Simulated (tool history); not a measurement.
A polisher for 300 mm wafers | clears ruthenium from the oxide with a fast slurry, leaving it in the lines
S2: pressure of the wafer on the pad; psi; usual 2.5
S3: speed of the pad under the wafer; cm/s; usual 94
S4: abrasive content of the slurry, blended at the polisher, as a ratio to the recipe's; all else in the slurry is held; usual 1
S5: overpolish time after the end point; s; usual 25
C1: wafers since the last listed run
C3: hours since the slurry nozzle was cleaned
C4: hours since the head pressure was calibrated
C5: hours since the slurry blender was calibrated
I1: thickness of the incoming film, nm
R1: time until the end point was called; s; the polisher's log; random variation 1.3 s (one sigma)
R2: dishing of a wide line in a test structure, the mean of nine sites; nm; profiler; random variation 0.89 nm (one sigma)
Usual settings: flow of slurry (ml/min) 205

run 1 hour=0 | flow_of_slurry_(ml/min)=205 S2=2.5 S3=94 S4=1 S5=25 | C1=0 wafers_polished_on_this_pad=5 C3=515.6 C4=982.8 C5=123.3 | I1=287.9 | R1=65 R2=71.3
run 2 hour=10.7 | flow_of_slurry_(ml/min)=205 S2=2.5 S3=94 S4=1 S5=25 | C1=124 wafers_polished_on_this_pad=130 C3=526.3 C4=993.5 C5=134 | I1=287.2 | R1=68.3 R2=70
run 3 hour=73.7 | flow_of_slurry_(ml/min)=205 S2=2.5 S3=94 S4=1 S5=25 | C1=734 wafers_polished_on_this_pad=864 C3=589.3 C4=1056.5 C5=197 | I1=284.4 | R1=70.5 R2=69
run 4 hour=86.4 | flow_of_slurry_(ml/min)=165 S2=2.5 S3=94 S4=1 S5=25 | C1=148 wafers_polished_on_this_pad=1013 C3=602 C4=1069.2 C5=209.7 | I1=292.4 | R1=74.8 R2=68.4
run 5 hour=118.1 | flow_of_slurry_(ml/min)=165 S2=2.5 S3=94 S4=1 S5=25 | C1=369 wafers_polished_on_this_pad=1382 C3=633.7 C4=1100.9 C5=241.4 | I1=286 | R1=74 R2=65.4
-- hour=136.3 slurry blender recalibrated
run 6 hour=136.8 | flow_of_slurry_(ml/min)=205 S2=2.5 S3=94 S4=1.2 S5=25 | C1=194 wafers_polished_on_this_pad=1577 C3=652.4 C4=1119.6 C5=0.5 | I1=289.7 | R1=68.6 R2=71
run 7 hour=160.2 | flow_of_slurry_(ml/min)=205 S2=2.5 S3=94 S4=1 S5=25 | C1=272 wafers_polished_on_this_pad=1850 C3=675.8 C4=1143 C5=23.9 | I1=286.8 | R1=73.1 R2=67.4
-- hour=167.1 slurry nozzle cleaned
run 8 hour=181.5 | flow_of_slurry_(ml/min)=205 S2=2.5 S3=94 S4=1 S5=25 | C1=236 wafers_polished_on_this_pad=2086 C3=14.4 C4=1164.3 C5=45.2 | I1=286.3 | R1=74.6 R2=66.6
run 9 hour=206.7 | flow_of_slurry_(ml/min)=205 S2=2.5 S3=94 S4=1 S5=25 | C1=293 wafers_polished_on_this_pad=2380 C3=39.6 C4=1189.5 C5=70.4 | I1=289 | R1=74.3 R2=63.5
run 10 hour=237.6 | flow_of_slurry_(ml/min)=205 S2=2.5 S3=94 S4=1 S5=25 | C1=360 wafers_polished_on_this_pad=2740 C3=70.5 C4=1220.4 C5=101.3 | I1=292.2 | R1=78.7 R2=63.4
-- hour=242.8 worn pad replaced by a new one
run 11 hour=268.8 | flow_of_slurry_(ml/min)=205 S2=2.7 S3=94 S4=1 S5=25 | C1=317 wafers_polished_on_this_pad=302 C3=101.7 C4=1251.6 C5=132.5 | I1=291.6 | R1=63.4 R2=76.1
run 12 hour=302.9 | flow_of_slurry_(ml/min)=205 S2=2.5 S3=94 S4=1 S5=25 | C1=397 wafers_polished_on_this_pad=700 C3=135.8 C4=1285.7 C5=166.6 | I1=290.3 | R1=69.4 R2=71.4
-- hour=330.7 head pressure recalibrated
run 13 hour=335.7 | flow_of_slurry_(ml/min)=205 S2=2.5 S3=94 S4=1 S5=17 | C1=359 wafers_polished_on_this_pad=1059 C3=168.6 C4=5 C5=199.4 | I1=290.2 | R1=77.7 R2=47.7
run 14 hour=366.2 | flow_of_slurry_(ml/min)=205 S2=2.5 S3=94 S4=1 S5=20 | C1=355 wafers_polished_on_this_pad=1415 C3=199.1 C4=35.5 C5=229.9 | I1=289.4 | R1=78.1 R2=55
-- hour=379.4 slurry blender recalibrated
run 15 hour=379.9 | flow_of_slurry_(ml/min)=170 S2=2.5 S3=110 S4=1 S5=25 | C1=136 wafers_polished_on_this_pad=1551 C3=212.8 C4=49.2 C5=0.5 | I1=293.5 | R1=69.2 R2=68.9
run 16 hour=393.3 | flow_of_slurry_(ml/min)=205 S2=2.2 S3=76 S4=0.75 S5=25 | C1=156 wafers_polished_on_this_pad=1707 C3=226.2 C4=62.6 C5=13.9 | I1=293.4 | R1=128.6 R2=42.4
run 17 hour=417.6 | flow_of_slurry_(ml/min)=205 S2=2 S3=94 S4=1 S5=37 | C1=283 wafers_polished_on_this_pad=1991 C3=250.5 C4=86.9 C5=38.2 | I1=285.9 | R1=97.3 R2=72.8
-- hour=426.8 worn pad replaced by a new one
run 18 hour=443.6 | flow_of_slurry_(ml/min)=205 S2=2.5 S3=94 S4=0.75 S5=25 | C1=256 wafers_polished_on_this_pad=196 C3=276.5 C4=112.9 C5=64.2 | I1=293 | R1=83.4 R2=62.1
run 19 hour=479.3 | flow_of_slurry_(ml/min)=255 S2=2.5 S3=94 S4=1 S5=25 | C1=416 wafers_polished_on_this_pad=612 C3=312.2 C4=148.6 C5=99.9 | I1=288.1 | R1=71.8 R2=68.4
run 20 hour=501.1 | flow_of_slurry_(ml/min)=205 S2=2.8 S3=94 S4=1 S5=25 | C1=254 wafers_polished_on_this_pad=866 C3=334 C4=170.4 C5=121.7 | I1=293.8 | R1=67.4 R2=72.9
run 21 hour=516.8 | flow_of_slurry_(ml/min)=205 S2=2.5 S3=78 S4=1 S5=16 | C1=183 wafers_polished_on_this_pad=1049 C3=349.7 C4=186.1 C5=137.4 | I1=292.4 | R1=94.6 R2=39.7
run 22 hour=550.2 | flow_of_slurry_(ml/min)=205 S2=2.5 S3=94 S4=1 S5=14 | C1=389 wafers_polished_on_this_pad=1439 C3=383.1 C4=219.5 C5=170.8 | I1=291 | R1=79.2 R2=40.1
run 23 hour=576.8 | flow_of_slurry_(ml/min)=205 S2=2.8 S3=102 S4=0.75 S5=25 | C1=310 wafers_polished_on_this_pad=1749 C3=409.7 C4=246.1 C5=197.4 | I1=293.8 | R1=75.6 R2=66.9
-- hour=606.1 slurry blender recalibrated
-- hour=664.8 worn pad replaced by a new one
run 24 hour=678.9 | flow_of_slurry_(ml/min)=205 S2=3.2 S3=126 S4=1 S5=25 | C1=1120 wafers_polished_on_this_pad=164 C3=511.8 C4=348.2 C5=72.8 | I1=285.6 | R1=42.9 R2=97.3
run 25 hour=708.6 | flow_of_slurry_(ml/min)=205 S2=2.1 S3=64 S4=0.7 S5=25 | C1=346 wafers_polished_on_this_pad=510 C3=541.5 C4=377.9 C5=102.5 | I1=293.4 | R1=155.6 R2=37.8
run 26 hour=725.3 | flow_of_slurry_(ml/min)=235 S2=3.1 S3=94 S4=1 S5=31 | C1=194 wafers_polished_on_this_pad=705 C3=558.2 C4=394.6 C5=119.2 | I1=289.6 | R1=58.6 R2=91.5
run 27 hour=757 | flow_of_slurry_(ml/min)=205 S2=2.5 S3=94 S4=1 S5=25 | C1=369 wafers_polished_on_this_pad=1075 C3=589.9 C4=426.3 C5=150.9 | I1=286.7 | R1=74.9 R2=66.8
run 28 hour=775.2 | flow_of_slurry_(ml/min)=205 S2=2.5 S3=94 S4=1 S5=29 | C1=212 wafers_polished_on_this_pad=1287 C3=608.1 C4=444.5 C5=169.1 | I1=288.9 | R1=75.2 R2=72.2
run 29 hour=809.7 | flow_of_slurry_(ml/min)=205 S2=2.5 S3=94 S4=1 S5=25 | C1=402 wafers_polished_on_this_pad=1689 C3=642.6 C4=479 C5=203.6 | I1=288.6 | R1=74.6 R2=63.4

3 ways to go on from here, each from the tool as it stands after run 29. What would each give?
run A hour=810.1 | flow_of_slurry_(ml/min)=205 S2=2.5 S3=94 S4=1 S5=25 | C1=4 wafers_polished_on_this_pad=1694 C3=643 C4=479.4 C5=204 | I1=288.6 | R1=? R2=?
run B hour=810.1 | flow_of_slurry_(ml/min)=230 S2=2.5 S3=118 S4=0.9 S5=38 | C1=4 wafers_polished_on_this_pad=1694 C3=643 C4=479.4 C5=204 | I1=288.6 | R1=? R2=?
run C hour=810.1 | flow_of_slurry_(ml/min)=160 S2=2.5 S3=84 S4=0.9 S5=31 | C1=4 wafers_polished_on_this_pad=1694 C3=643 C4=479.4 C5=204 | I1=288.6 | R1=? R2=?

run=A R1=78.7 R2=63.1
run=B R1=64.8 R2=96.8
run=C R1=95.1 R2=64.4
Without the tool's hidden state the same runs would have given:
run=A R1=74.2 R2=66
run=B R1=61.1 R2=100.2
run=C R1=89.7 R2=67.3
